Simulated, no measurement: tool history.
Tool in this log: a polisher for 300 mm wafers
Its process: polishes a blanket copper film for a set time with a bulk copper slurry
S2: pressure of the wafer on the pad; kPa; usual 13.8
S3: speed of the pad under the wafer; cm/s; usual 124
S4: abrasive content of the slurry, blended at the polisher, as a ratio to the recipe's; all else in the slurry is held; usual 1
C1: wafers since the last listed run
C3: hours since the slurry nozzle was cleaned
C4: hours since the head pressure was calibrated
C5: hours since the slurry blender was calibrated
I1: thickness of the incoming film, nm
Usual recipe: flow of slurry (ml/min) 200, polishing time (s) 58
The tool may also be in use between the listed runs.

run 1 hour=0 | flow_of_slurry_(ml/min)=200 S2=13.8 S3=124 S4=1 polishing_time_(s)=58 | C1=0 wafers_polished_on_this_pad=26 C3=282.7 C4=838.2 C5=166.3 | I1=4172.5 | film_removed_(Å)=4246
-- hour=5.1 slurry nozzle cleaned
-- hour=43.2 head pressure recalibrated
run 2 hour=51.9 | flow_of_slurry_(ml/min)=200 S2=16.5 S3=124 S4=0.85 polishing_time_(s)=58 | C1=497 wafers_polished_on_this_pad=523 C3=46.8 C4=8.7 C5=218.2 | I1=4210.6 | film_removed_(Å)=4815
run 3 hour=99.9 | flow_of_slurry_(ml/min)=200 S2=16.5 S3=124 S4=0.85 polishing_time_(s)=58 | C1=488 wafers_polished_on_this_pad=1011 C3=94.8 C4=56.7 C5=266.2 | I1=4186.8 | film_removed_(Å)=4645
run 4 hour=165.9 | flow_of_slurry_(ml/min)=200 S2=13.8 S3=124 S4=1 polishing_time_(s)=53 | C1=671 wafers_polished_on_this_pad=1682 C3=160.8 C4=122.7 C5=332.2 | I1=4169.9 | film_removed_(Å)=3490
-- hour=237.7 worn pad replaced by a new one
run 5 hour=238.2 | flow_of_slurry_(ml/min)=200 S2=13.8 S3=124 S4=1 polishing_time_(s)=53 | C1=694 wafers_polished_on_this_pad=4 C3=233.1 C4=195 C5=404.5 | I1=4149.9 | film_removed_(Å)=3788
run 6 hour=268.4 | flow_of_slurry_(ml/min)=200 S2=13.8 S3=124 S4=1 polishing_time_(s)=58 | C1=307 wafers_polished_on_this_pad=311 C3=263.3 C4=225.2 C5=434.7 | I1=4224.3 | film_removed_(Å)=3985
-- hour=270.9 slurry nozzle cleaned
run 7 hour=297.9 | flow_of_slurry_(ml/min)=200 S2=13.8 S3=124 S4=1 polishing_time_(s)=58 | C1=289 wafers_polished_on_this_pad=601 C3=27 C4=254.7 C5=464.2 | I1=4236.7 | film_removed_(Å)=3918
-- hour=338 slurry blender recalibrated
run 8 hour=348.7 | flow_of_slurry_(ml/min)=200 S2=13.8 S3=124 S4=1 polishing_time_(s)=58 | C1=496 wafers_polished_on_this_pad=1097 C3=77.8 C4=305.5 C5=10.7 | I1=4176 | film_removed_(Å)=4110
run 9 hour=400.6 | flow_of_slurry_(ml/min)=200 S2=16.5 S3=124 S4=1 polishing_time_(s)=53 | C1=527 wafers_polished_on_this_pad=1625 C3=129.7 C4=357.4 C5=62.6 | I1=4205 | film_removed_(Å)=4459
run 10 hour=461.1 | flow_of_slurry_(ml/min)=200 S2=16.5 S3=124 S4=1 polishing_time_(s)=53 | C1=615 wafers_polished_on_this_pad=2240 C3=190.2 C4=417.9 C5=123.1 | I1=4153.3 | film_removed_(Å)=4396
run 11 hour=529.1 | flow_of_slurry_(ml/min)=200 S2=13.8 S3=136 S4=1 polishing_time_(s)=58 | C1=691 wafers_polished_on_this_pad=2931 C3=258.2 C4=485.9 C5=191.1 | I1=4209.1 | film_removed_(Å)=4374
-- hour=541.7 worn pad replaced by a new one
run 12 hour=576.8 | flow_of_slurry_(ml/min)=200 S2=13.8 S3=124 S4=1 polishing_time_(s)=58 | C1=444 wafers_polished_on_this_pad=356 C3=305.9 C4=533.6 C5=238.8 | I1=4188.9 | film_removed_(Å)=4255
-- hour=579.8 slurry nozzle cleaned
run 13 hour=686.7 | flow_of_slurry_(ml/min)=200 S2=13.8 S3=94 S4=1 polishing_time_(s)=58 | C1=1107 wafers_polished_on_this_pad=1463 C3=106.9 C4=643.5 C5=348.7 | I1=4179.3 | film_removed_(Å)=3006
run 14 hour=725.1 | flow_of_slurry_(ml/min)=135 S2=17.9 S3=106 S4=1.1 polishing_time_(s)=58 | C1=390 wafers_polished_on_this_pad=1854 C3=145.3 C4=681.9 C5=387.1 | I1=4190.2 | film_removed_(Å)=4043
-- hour=737.3 head pressure recalibrated
-- hour=791.5 slurry blender recalibrated
run 15 hour=793.2 | flow_of_slurry_(ml/min)=200 S2=13.8 S3=124 S4=1.15 polishing_time_(s)=40 | C1=651 wafers_polished_on_this_pad=2505 C3=213.4 C4=55.9 C5=1.7 | I1=4248.4 | film_removed_(Å)=2846
-- hour=816.4 worn pad replaced by a new one
-- hour=836.1 slurry nozzle cleaned
run 16 hour=875.3 | flow_of_slurry_(ml/min)=230 S2=15.9 S3=106 S4=1 polishing_time_(s)=58 | C1=783 wafers_polished_on_this_pad=588 C3=39.2 C4=138 C5=83.8 | I1=4243.5 | film_removed_(Å)=4158
run 17 hour=900.8 | flow_of_slurry_(ml/min)=200 S2=13.8 S3=124 S4=1 polishing_time_(s)=58 | C1=259 wafers_polished_on_this_pad=847 C3=64.7 C4=163.5 C5=109.3 | I1=4117.9 | film_removed_(Å)=4112
run 18 hour=959.3 | flow_of_slurry_(ml/min)=200 S2=17.2 S3=124 S4=0.85 polishing_time_(s)=58 | C1=594 wafers_polished_on_this_pad=1442 C3=123.2 C4=222 C5=167.8 | I1=4234.1 | film_removed_(Å)=4836
run 19 hour=1030.8 | flow_of_slurry_(ml/min)=200 S2=9 S3=124 S4=0.7 polishing_time_(s)=70 | C1=726 wafers_polished_on_this_pad=2169 C3=194.7 C4=293.5 C5=239.3 | I1=4192.2 | film_removed_(Å)=2971
-- hour=1073.8 worn pad replaced by a new one
run 20 hour=1074.3 | flow_of_slurry_(ml/min)=200 S2=13.8 S3=124 S4=0.8 polishing_time_(s)=58 | C1=401 wafers_polished_on_this_pad=4 C3=238.2 C4=337 C5=282.8 | I1=4128.5 | film_removed_(Å)=4151
-- hour=1087.3 slurry nozzle cleaned
run 21 hour=1100.6 | flow_of_slurry_(ml/min)=230 S2=15.9 S3=106 S4=1 polishing_time_(s)=58 | C1=257 wafers_polished_on_this_pad=262 C3=13.3 C4=363.3 C5=309.1 | I1=4209.3 | film_removed_(Å)=4105
run 22 hour=1145 | flow_of_slurry_(ml/min)=200 S2=15.2 S3=86 S4=1 polishing_time_(s)=58 | C1=451 wafers_polished_on_this_pad=713 C3=57.7 C4=407.7 C5=353.5 | I1=4192.8 | film_removed_(Å)=3009
run 23 hour=1186.7 | flow_of_slurry_(ml/min)=200 S2=13.8 S3=124 S4=1.1 polishing_time_(s)=58 | C1=423 wafers_polished_on_this_pad=1137 C3=99.4 C4=449.4 C5=395.2 | I1=4165 | film_removed_(Å)=3897
run 24 hour=1214.4 | flow_of_slurry_(ml/min)=200 S2=12.4 S3=124 S4=0.8 polishing_time_(s)=58 | C1=281 wafers_polished_on_this_pad=1419 C3=127.1 C4=477.1 C5=422.9 | I1=4177.7 | film_removed_(Å)=3355
-- hour=1257.8 slurry blender recalibrated
run 25 hour=1270.1 | flow_of_slurry_(ml/min)=200 S2=13.8 S3=124 S4=1 polishing_time_(s)=58 | C1=545 wafers_polished_on_this_pad=1964 C3=182.8 C4=532.8 C5=12.3 | I1=4201.8 | film_removed_(Å)=4081
-- hour=1306.1 worn pad replaced by a new one
run 26 hour=1321.1 | flow_of_slurry_(ml/min)=200 S2=15.9 S3=82 S4=1 polishing_time_(s)=58 | C1=477 wafers_polished_on_this_pad=152 C3=233.8 C4=583.8 C5=63.3 | I1=4193 | film_removed_(Å)=3263
run 27 hour=1361.2 | flow_of_slurry_(ml/min)=160 S2=16.5 S3=82 S4=0.8 polishing_time_(s)=58 | C1=407 wafers_polished_on_this_pad=560 C3=273.9 C4=623.9 C5=103.4 | I1=4232.9 | film_removed_(Å)=3095

Predict each of these 4 candidate next runs independently; none follows another, all start after run 27:
run A hour=1361.6 | flow_of_slurry_(ml/min)=180 S2=13.8 S3=124 S4=1 polishing_time_(s)=58 | C1=4 wafers_polished_on_this_pad=564 C3=274.3 C4=624.3 C5=103.8 | I1=4205.2 | film_removed_(Å)=?
run B hour=1361.6 | flow_of_slurry_(ml/min)=155 S2=13.8 S3=124 S4=1 polishing_time_(s)=58 | C1=4 wafers_polished_on_this_pad=564 C3=274.3 C4=624.3 C5=103.8 | I1=4205.2 | film_removed_(Å)=?
run C hour=1361.6 | flow_of_slurry_(ml/min)=175 S2=10.3 S3=92 S4=1 polishing_time_(s)=49 | C1=4 wafers_polished_on_this_pad=564 C3=274.3 C4=624.3 C5=103.8 | I1=4205.2 | film_removed_(Å)=?
run D hour=1361.6 | flow_of_slurry_(ml/min)=200 S2=10.3 S3=138 S4=1 polishing_time_(s)=58 | C1=4 wafers_polished_on_this_pad=564 C3=274.3 C4=624.3 C5=103.8 | I1=4205.2 | film_removed_(Å)=?

run=A film_removed_(Å)=4099
run=B film_removed_(Å)=3991
run=C film_removed_(Å)=1921
run=D film_removed_(Å)=3483
Take away the tool's hidden state, keep each run's random variation, and the runs would have read:
run=A film_removed_(Å)=4288
run=B film_removed_(Å)=4175
run=C film_removed_(Å)=2010
run=D film_removed_(Å)=3644

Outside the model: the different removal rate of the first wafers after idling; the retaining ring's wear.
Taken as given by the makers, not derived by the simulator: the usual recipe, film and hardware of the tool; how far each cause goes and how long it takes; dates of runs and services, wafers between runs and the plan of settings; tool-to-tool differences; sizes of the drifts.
